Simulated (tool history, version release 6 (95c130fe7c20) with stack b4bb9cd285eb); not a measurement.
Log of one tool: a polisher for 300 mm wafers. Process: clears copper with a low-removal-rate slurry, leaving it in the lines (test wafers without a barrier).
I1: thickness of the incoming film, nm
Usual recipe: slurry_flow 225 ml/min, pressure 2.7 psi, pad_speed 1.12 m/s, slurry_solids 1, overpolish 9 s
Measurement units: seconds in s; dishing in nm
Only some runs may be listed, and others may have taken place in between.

Run 1, day 0: usual settings; I1 340.9. Result: seconds 120.7 s, dishing 17.5 nm.
Run 2, day 1.258: usual settings; I1 335.4. Result: seconds 125.2 s, dishing 17.3 nm.
At day 2.1: worn pad replaced by a new one.
Run 3, day 2.133: usual settings; I1 330. Result: seconds 113.9 s, dishing 18.9 nm.
Run 4, day 2.633: usual settings but slurry_solids 1.2; I1 341.3. Result: seconds 116.1 s, dishing 19.1 nm.
Run 5, day 3.75: usual settings but slurry_solids 1.2; I1 339.8. Result: seconds 112.6 s, dishing 18.7 nm.
Run 6, day 5.012: usual settings but slurry_solids 1.2; I1 334.3. Result: seconds 117.5 s, dishing 17.9 nm.
Run 7, day 5.967: usual settings; I1 336.2. Result: seconds 124.3 s, dishing 17.8 nm.
Run 8, day 7.679: usual settings but slurry_flow 285 ml/min, pressure 3.4 psi; I1 329.7. Result: seconds 100.2 s, dishing 21.4 nm.
At day 8.071: slurry blender recalibrated.
At day 8.238: slurry nozzle cleaned.
At day 8.592: worn pad replaced by a new one.
Run 9, day 8.908: usual settings but slurry_flow 285 ml/min, pressure 3.4 psi; I1 331.5. Result: seconds 84.5 s, dishing 24.4 nm.
Run 10, day 9.438: usual settings but slurry_flow 285 ml/min, pressure 3.4 psi; I1 337.7. Result: seconds 86 s, dishing 24.3 nm.
Run 11, day 10.717: usual settings; I1 330.5. Result: seconds 113.6 s, dishing 18.8 nm.
Run 12, day 12.046: usual settings; I1 335.1. Result: seconds 113.1 s, dishing 18.2 nm.
Run 13, day 13.096: usual settings but slurry_flow 185 ml/min, overpolish 5 s; I1 330.7. Result: seconds 119.5 s, dishing 10.3 nm.
At day 15.925: worn pad replaced by a new one.
Run 14, day 17.496: usual settings but slurry_solids 1.2; I1 333.7. Result: seconds 112.8 s, dishing 19.3 nm.
At day 19.429: slurry blender recalibrated.
Run 15, day 20.654: usual settings but pad_speed 1.46 m/s; I1 331.1. Result: seconds 90.4 s, dishing 22.9 nm.
Run 16, day 21.433: usual settings but slurry_flow 290 ml/min, slurry_solids 1.2, overpolish 5 s; I1 339.1. Result: seconds 114.4 s, dishing 11.1 nm.
Run 17, day 22.317: usual settings; I1 336.5. Result: seconds 120.7 s, dishing 18.5 nm.
At day 22.604: head pressure recalibrated.
At day 23.546: worn pad replaced by a new one.
Run 18, day 25.362: usual settings but pad_speed 1.3 m/s; I1 332.3. Result: seconds 100.4 s, dishing 21.3 nm.
Run 19, day 26.029: usual settings; I1 342. Result: seconds 121.7 s, dishing 18.2 nm.
Run 20, day 27.175: usual settings; I1 333.8. Result: seconds 119.1 s, dishing 17.6 nm.
Run 21, day 27.871: usual settings but pressure 3 psi, slurry_solids 1.3; I1 341.5. Result: seconds 106.4 s, dishing 20 nm.
Run 22, day 29.212: usual settings but pressure 3.2 psi, slurry_solids 1.2; I1 338.1. Result: seconds 102.1 s, dishing 20.3 nm.
Run 23, day 29.779: usual settings but pressure 3.2 psi, overpolish 6 s; I1 332.5. Result: seconds 109 s, dishing 14.2 nm.

Predict the results of run 24:
At day 30.571: worn pad replaced by a new one.
Run 24, day 30.592: usual settings but pressure 2.4 psi, slurry_solids 1.15; I1 335.4. Result: seconds ?, dishing ?.

Run 24 gave seconds 132.2 s, dishing 16.8 nm.
Minus the tool's unlogged condition, the same run would have read seconds 124.7 s, dishing 17.8 nm.
